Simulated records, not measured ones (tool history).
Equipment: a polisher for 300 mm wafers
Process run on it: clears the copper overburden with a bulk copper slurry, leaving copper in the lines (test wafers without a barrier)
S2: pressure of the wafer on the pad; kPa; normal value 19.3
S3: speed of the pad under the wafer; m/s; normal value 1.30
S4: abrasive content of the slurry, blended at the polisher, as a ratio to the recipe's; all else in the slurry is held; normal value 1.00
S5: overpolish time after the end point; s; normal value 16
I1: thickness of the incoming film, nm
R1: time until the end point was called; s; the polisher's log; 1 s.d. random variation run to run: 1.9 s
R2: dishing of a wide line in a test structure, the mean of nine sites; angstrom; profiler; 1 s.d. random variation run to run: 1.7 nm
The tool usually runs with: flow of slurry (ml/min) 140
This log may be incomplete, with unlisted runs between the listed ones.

run 1 hour=0.0 | flow_of_slurry_(ml/min)=140 S2=23.4 S3=1.30 S4=1.00 S5=16 | I1=1333.4 | R1=93.6 R2=742
-- hour=13.8 slurry blender recalibrated
-- hour=40.2 slurry nozzle cleaned
run 2 hour=57.2 | flow_of_slurry_(ml/min)=140 S2=23.4 S3=1.30 S4=1.00 S5=16 | I1=1330.8 | R1=97.2 R2=782
run 3 hour=114.9 | flow_of_slurry_(ml/min)=140 S2=19.3 S3=1.30 S4=1.00 S5=16 | I1=1332.1 | R1=119.0 R2=682
run 4 hour=178.8 | flow_of_slurry_(ml/min)=140 S2=19.3 S3=1.30 S4=1.00 S5=16 | I1=1352.2 | R1=131.9 R2=636
-- hour=211.6 head pressure recalibrated
-- hour=220.6 worn pad replaced by a new one
run 5 hour=231.4 | flow_of_slurry_(ml/min)=140 S2=15.2 S3=1.30 S4=1.00 S5=16 | I1=1380.2 | R1=146.5 R2=626
run 6 hour=266.9 | flow_of_slurry_(ml/min)=140 S2=15.2 S3=1.30 S4=1.00 S5=16 | I1=1351.3 | R1=143.6 R2=597
run 7 hour=334.4 | flow_of_slurry_(ml/min)=140 S2=19.3 S3=1.30 S4=1.20 S5=16 | I1=1342.2 | R1=105.7 R2=736
run 8 hour=367.1 | flow_of_slurry_(ml/min)=140 S2=19.3 S3=1.30 S4=1.00 S5=16 | I1=1357.1 | R1=116.7 R2=685
run 9 hour=393.1 | flow_of_slurry_(ml/min)=140 S2=24.1 S3=1.30 S4=1.10 S5=16 | I1=1319.5 | R1=91.7 R2=788
-- hour=413.8 slurry blender recalibrated
run 10 hour=432.1 | flow_of_slurry_(ml/min)=140 S2=15.2 S3=1.30 S4=1.00 S5=16 | I1=1342.6 | R1=144.8 R2=589
run 11 hour=464.2 | flow_of_slurry_(ml/min)=140 S2=19.3 S3=1.30 S4=1.00 S5=16 | I1=1349.2 | R1=116.8 R2=689
run 12 hour=514.9 | flow_of_slurry_(ml/min)=140 S2=19.3 S3=1.30 S4=1.00 S5=16 | I1=1345.5 | R1=120.5 R2=682
-- hour=547.9 worn pad replaced by a new one
run 13 hour=553.0 | flow_of_slurry_(ml/min)=140 S2=19.3 S3=1.30 S4=1.00 S5=22 | I1=1368.1 | R1=115.6 R2=782
run 14 hour=620.9 | flow_of_slurry_(ml/min)=110 S2=19.3 S3=0.88 S4=0.80 S5=10 | I1=1352.6 | R1=181.9 R2=406
-- hour=646.7 slurry nozzle cleaned
run 15 hour=689.6 | flow_of_slurry_(ml/min)=140 S2=19.3 S3=1.30 S4=1.00 S5=16 | I1=1357.7 | R1=115.4 R2=705
-- hour=707.3 head pressure recalibrated
run 16 hour=729.7 | flow_of_slurry_(ml/min)=140 S2=19.3 S3=1.30 S4=0.85 S5=10 | I1=1347.0 | R1=118.4 R2=534
run 17 hour=763.3 | flow_of_slurry_(ml/min)=140 S2=19.3 S3=1.30 S4=1.00 S5=16 | I1=1352.8 | R1=117.3 R2=675
-- hour=777.6 slurry blender recalibrated
run 18 hour=800.2 | flow_of_slurry_(ml/min)=140 S2=24.1 S3=1.30 S4=0.70 S5=16 | I1=1351.6 | R1=104.4 R2=749
run 19 hour=827.3 | flow_of_slurry_(ml/min)=140 S2=19.3 S3=1.58 S4=0.80 S5=16 | I1=1332.3 | R1=103.7 R2=723
run 20 hour=869.2 | flow_of_slurry_(ml/min)=110 S2=25.5 S3=1.58 S4=1.00 S5=22 | I1=1342.8 | R1=81.1 R2=845
run 21 hour=895.6 | flow_of_slurry_(ml/min)=120 S2=22.1 S3=1.70 S4=0.75 S5=16 | I1=1327.8 | R1=91.2 R2=773
-- hour=936.6 worn pad replaced by a new one
run 22 hour=937.1 | flow_of_slurry_(ml/min)=140 S2=19.3 S3=1.30 S4=1.00 S5=11 | I1=1348.1 | R1=111.2 R2=549
run 23 hour=969.6 | flow_of_slurry_(ml/min)=140 S2=19.3 S3=1.14 S4=0.80 S5=16 | I1=1366.9 | R1=138.6 R2=629
run 24 hour=1015.0 | flow_of_slurry_(ml/min)=140 S2=19.3 S3=1.04 S4=1.00 S5=19 | I1=1350.4 | R1=141.1 R2=689
run 25 hour=1072.6 | flow_of_slurry_(ml/min)=140 S2=13.1 S3=1.30 S4=1.00 S5=16 | I1=1359.6 | R1=165.4 R2=543
-- hour=1112.3 head pressure recalibrated
run 26 hour=1129.7 | flow_of_slurry_(ml/min)=175 S2=19.3 S3=1.06 S4=1.00 S5=16 | I1=1333.0 | R1=140.0 R2=614
-- hour=1132.6 slurry blender recalibrated
run 27 hour=1193.1 | flow_of_slurry_(ml/min)=140 S2=25.5 S3=1.48 S4=1.00 S5=16 | I1=1331.4 | R1=76.9 R2=773
-- hour=1204.4 slurry nozzle cleaned
run 28 hour=1222.3 | flow_of_slurry_(ml/min)=100 S2=19.3 S3=0.98 S4=1.15 S5=16 | I1=1375.2 | R1=171.4 R2=602
run 29 hour=1255.3 | flow_of_slurry_(ml/min)=140 S2=19.3 S3=1.30 S4=1.00 S5=16 | I1=1360.6 | R1=124.9 R2=645

Each row is a separate what-if for the run after 29, all from the same tool condition, not one after another. Results?
run A hour=1255.8 | flow_of_slurry_(ml/min)=140 S2=19.3 S3=1.30 S4=1.00 S5=16 | I1=1367.5 | R1=? R2=?
run B hour=1255.8 | flow_of_slurry_(ml/min)=140 S2=19.3 S3=1.30 S4=0.75 S5=16 | I1=1367.5 | R1=? R2=?
run C hour=1255.8 | flow_of_slurry_(ml/min)=140 S2=19.3 S3=0.98 S4=1.00 S5=16 | I1=1367.5 | R1=? R2=?

run=A R1=121.6 R2=672
run=B R1=128.2 R2=657
run=C R1=161.3 R2=587
Take away the tool's hidden state, keep each run's random variation, and the runs would have read:
run=A R1=109.8 R2=700
run=B R1=115.8 R2=685
run=C R1=145.7 R2=619

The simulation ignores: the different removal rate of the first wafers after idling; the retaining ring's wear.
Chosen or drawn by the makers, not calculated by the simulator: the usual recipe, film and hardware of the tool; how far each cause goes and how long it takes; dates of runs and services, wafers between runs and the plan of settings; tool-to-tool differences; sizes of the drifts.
